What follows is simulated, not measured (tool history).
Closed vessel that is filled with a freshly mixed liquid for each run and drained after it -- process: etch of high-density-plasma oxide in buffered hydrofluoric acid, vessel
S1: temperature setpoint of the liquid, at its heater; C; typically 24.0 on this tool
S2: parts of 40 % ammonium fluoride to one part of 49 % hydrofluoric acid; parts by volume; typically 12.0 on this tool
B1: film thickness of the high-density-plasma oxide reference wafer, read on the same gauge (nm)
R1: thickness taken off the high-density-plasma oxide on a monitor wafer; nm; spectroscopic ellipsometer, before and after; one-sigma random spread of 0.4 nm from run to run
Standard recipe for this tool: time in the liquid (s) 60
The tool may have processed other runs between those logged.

Run 1, hour 0.0: usual settings; B1 90.70. Result: R1 62.56 nm.
Run 2, hour 28.9: usual settings but S1 20.5 C, time in the liquid (s) 80; B1 90.81. Result: R1 69.19 nm.
Run 3, hour 58.5: usual settings but S1 20.5 C, time in the liquid (s) 80; B1 90.88. Result: R1 68.69 nm.
Run 4, hour 85.9: usual settings but S1 20.5 C, time in the liquid (s) 80; B1 90.92. Result: R1 68.52 nm.
Run 5, hour 188.6: usual settings; B1 91.35. Result: R1 62.52 nm.
Run 6, hour 221.6: usual settings; B1 91.51. Result: R1 62.76 nm.
Run 7, hour 242.4: usual settings but S2 9.0 parts by volume; B1 91.57. Result: R1 80.90 nm.
Run 8, hour 261.0: usual settings; B1 91.67. Result: R1 63.55 nm.
Run 9, hour 279.1: usual settings but S2 8.0 parts by volume, time in the liquid (s) 35; B1 91.72. Result: R1 53.80 nm.
Run 10, hour 294.8: usual settings but S2 8.0 parts by volume, time in the liquid (s) 35; B1 91.78. Result: R1 53.56 nm.
Run 11, hour 312.7: usual settings but S2 8.0 parts by volume, time in the liquid (s) 35; B1 91.87. Result: R1 53.83 nm.
Run 12, hour 373.7: usual settings; B1 92.18. Result: R1 64.04 nm.
Run 13, hour 399.5: usual settings; B1 92.30. Result: R1 64.07 nm.
Run 14, hour 423.4: usual settings but S1 20.0 C, S2 8.5 parts by volume, time in the liquid (s) 90; B1 92.45. Result: R1 104.15 nm.
Run 15, hour 513.1: usual settings; B1 93.03. Result: R1 63.43 nm.
Run 16, hour 530.1: usual settings but S1 22.0 C, S2 9.0 parts by volume; B1 93.12. Result: R1 73.16 nm.

Predict the results of run 17:
Run 17, hour 560.0: usual settings but S1 26.5 C, time in the liquid (s) 75; B1 ?. Result: R1 ?.

Logged for run 17: B1 93.27, R1 90.87 nm.
Were there no unlogged condition in the tool, this run, its random variation unchanged, would have produced R1 87.67 nm.
